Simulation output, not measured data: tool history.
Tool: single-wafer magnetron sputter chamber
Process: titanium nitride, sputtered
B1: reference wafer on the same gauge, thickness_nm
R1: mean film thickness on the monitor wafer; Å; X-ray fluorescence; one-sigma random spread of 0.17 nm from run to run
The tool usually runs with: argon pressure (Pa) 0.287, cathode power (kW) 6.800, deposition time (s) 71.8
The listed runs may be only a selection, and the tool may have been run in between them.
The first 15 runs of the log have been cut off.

run 16 hour=161.8 | argon_pressure_(Pa)=0.287 cathode_power_(kW)=6.800 deposition_time_(s)=71.8 | B1=92.017 | R1=929.70
run 17 hour=175.9 | argon_pressure_(Pa)=0.287 cathode_power_(kW)=6.800 deposition_time_(s)=71.8 | B1=92.028 | R1=926.07
run 18 hour=190.7 | argon_pressure_(Pa)=0.287 cathode_power_(kW)=6.800 deposition_time_(s)=71.8 | B1=91.976 | R1=923.97
run 19 hour=199.9 | argon_pressure_(Pa)=0.287 cathode_power_(kW)=6.800 deposition_time_(s)=58.0 | B1=92.051 | R1=747.52
run 20 hour=209.1 | argon_pressure_(Pa)=0.237 cathode_power_(kW)=8.350 deposition_time_(s)=59.3 | B1=92.047 | R1=952.21
run 21 hour=221.6 | argon_pressure_(Pa)=0.233 cathode_power_(kW)=6.800 deposition_time_(s)=71.8 | B1=92.005 | R1=957.48
-- hour=233.9 gauge calibrated
-- hour=274.6 magnet pack replaced
run 22 hour=275.1 | argon_pressure_(Pa)=0.287 cathode_power_(kW)=6.000 deposition_time_(s)=61.8 | B1=92.033 | R1=707.13
run 23 hour=280.9 | argon_pressure_(Pa)=0.196 cathode_power_(kW)=6.800 deposition_time_(s)=71.8 | B1=91.965 | R1=969.14
run 24 hour=289.4 | argon_pressure_(Pa)=0.195 cathode_power_(kW)=8.250 deposition_time_(s)=71.8 | B1=91.919 | R1=1161.81
run 25 hour=299.2 | argon_pressure_(Pa)=0.287 cathode_power_(kW)=6.800 deposition_time_(s)=71.8 | B1=92.074 | R1=915.76
run 26 hour=307.0 | argon_pressure_(Pa)=0.287 cathode_power_(kW)=6.800 deposition_time_(s)=71.8 | B1=91.940 | R1=915.44
run 27 hour=318.8 | argon_pressure_(Pa)=0.225 cathode_power_(kW)=7.550 deposition_time_(s)=71.8 | B1=91.965 | R1=1044.10
run 28 hour=330.1 | argon_pressure_(Pa)=0.200 cathode_power_(kW)=7.550 deposition_time_(s)=79.6 | B1=91.950 | R1=1178.44
-- hour=354.6 sputter target and shields replaced
run 29 hour=355.1 | argon_pressure_(Pa)=0.365 cathode_power_(kW)=7.400 deposition_time_(s)=67.1 | B1=91.967 | R1=887.36
run 30 hour=366.7 | argon_pressure_(Pa)=0.184 cathode_power_(kW)=6.800 deposition_time_(s)=58.8 | B1=91.954 | R1=811.22
run 31 hour=381.4 | argon_pressure_(Pa)=0.365 cathode_power_(kW)=6.100 deposition_time_(s)=71.8 | B1=92.033 | R1=796.69
run 32 hour=390.4 | argon_pressure_(Pa)=0.395 cathode_power_(kW)=6.800 deposition_time_(s)=71.8 | B1=91.951 | R1=865.22
run 33 hour=401.6 | argon_pressure_(Pa)=0.287 cathode_power_(kW)=6.800 deposition_time_(s)=84.1 | B1=92.010 | R1=1083.03
run 34 hour=410.9 | argon_pressure_(Pa)=0.287 cathode_power_(kW)=6.100 deposition_time_(s)=83.0 | B1=91.976 | R1=966.71

Here are 5 independent what-if runs from the current tool condition. What would each one return?
run A hour=411.3 | argon_pressure_(Pa)=0.287 cathode_power_(kW)=6.800 deposition_time_(s)=71.8 | B1=? | R1=?
run B hour=411.3 | argon_pressure_(Pa)=0.189 cathode_power_(kW)=5.700 deposition_time_(s)=77.9 | B1=? | R1=?
run C hour=411.3 | argon_pressure_(Pa)=0.287 cathode_power_(kW)=5.750 deposition_time_(s)=71.8 | B1=? | R1=?
run D hour=411.3 | argon_pressure_(Pa)=0.207 cathode_power_(kW)=6.800 deposition_time_(s)=71.8 | B1=? | R1=?
run E hour=411.3 | argon_pressure_(Pa)=0.392 cathode_power_(kW)=6.800 deposition_time_(s)=71.8 | B1=? | R1=?

run=A B1=91.978 R1=924.34
run=B B1=91.978 R1=912.01
run=C B1=91.978 R1=794.58
run=D B1=91.978 R1=973.90
run=E B1=91.978 R1=864.36
With no hidden state in the tool, these same runs would have given:
run=A R1=928.96
run=B R1=914.70
run=C R1=798.55
run=D R1=977.14
run=E R1=870.49
